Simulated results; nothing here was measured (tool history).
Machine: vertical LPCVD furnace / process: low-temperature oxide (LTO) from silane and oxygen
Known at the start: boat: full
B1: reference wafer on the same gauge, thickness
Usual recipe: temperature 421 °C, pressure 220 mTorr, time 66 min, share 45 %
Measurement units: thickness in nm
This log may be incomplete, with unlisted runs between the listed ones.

run 1 hour=0 | temperature=421 pressure=220 time=66 share=40 | B1=726.97 | thickness=736.18
run 2 hour=13.6 | temperature=421 pressure=195 time=66 share=45 | B1=726.06 | thickness=737.29
run 3 hour=31.8 | temperature=421 pressure=195 time=66 share=45 | B1=725.31 | thickness=734.77
run 4 hour=46.8 | temperature=421 pressure=220 time=66 share=45 | B1=724.47 | thickness=828.43
run 5 hour=60.2 | temperature=421 pressure=220 time=66 share=45 | B1=724.01 | thickness=827.07
run 6 hour=76.4 | temperature=421 pressure=220 time=66 share=45 | B1=723.02 | thickness=827.92
-- hour=89.8 gauge calibrated
run 7 hour=92.2 | temperature=421 pressure=220 time=66 share=45 | B1=728.38 | thickness=830.61
-- hour=123.3 silane flow controller replaced
run 8 hour=123.8 | temperature=421 pressure=220 time=66 share=45 | B1=728.46 | thickness=831.18
run 9 hour=129 | temperature=421 pressure=220 time=66 share=45 | B1=728.52 | thickness=835.75
run 10 hour=134.2 | temperature=411 pressure=185 time=57 share=45 | B1=728.61 | thickness=546.5
run 11 hour=151.6 | temperature=421 pressure=195 time=66 share=45 | B1=728.41 | thickness=739.04
run 12 hour=173.5 | temperature=417 pressure=240 time=44 share=45 | B1=727.65 | thickness=583.84
-- hour=201.3 thermocouples replaced and temperature profile calibrated
-- hour=205.4 pressure gauge zeroed
run 13 hour=219.6 | temperature=421 pressure=220 time=66 share=40 | B1=727.15 | thickness=736.79
run 14 hour=227.2 | temperature=432 pressure=180 time=88 share=38 | B1=726.77 | thickness=846.41
run 15 hour=242.9 | temperature=414 pressure=220 time=74 share=45 | B1=726.41 | thickness=870.04
run 16 hour=253.5 | temperature=410 pressure=250 time=66 share=48 | B1=725.77 | thickness=896.03
run 17 hour=265.5 | temperature=427 pressure=220 time=66 share=45 | B1=725.4 | thickness=880.6
run 18 hour=280.7 | temperature=417 pressure=220 time=90 share=49 | B1=725.5 | thickness=1173.21

What if the next run were any one of these 3? Each begins from the tool's condition after run 18:
run A hour=286 | temperature=410 pressure=220 time=66 share=45 | B1=? | thickness=?
run B hour=286 | temperature=421 pressure=220 time=45 share=41 | B1=? | thickness=?
run C hour=286 | temperature=426 pressure=275 time=52.5 share=38 | B1=? | thickness=?

run=A B1=725.44 thickness=742.33
run=B B1=725.44 thickness=513.71
run=C B1=725.44 thickness=723.22
Without the tool's hidden state the same runs would have given:
run=A thickness=746.42
run=B thickness=516.54
run=C thickness=727.2
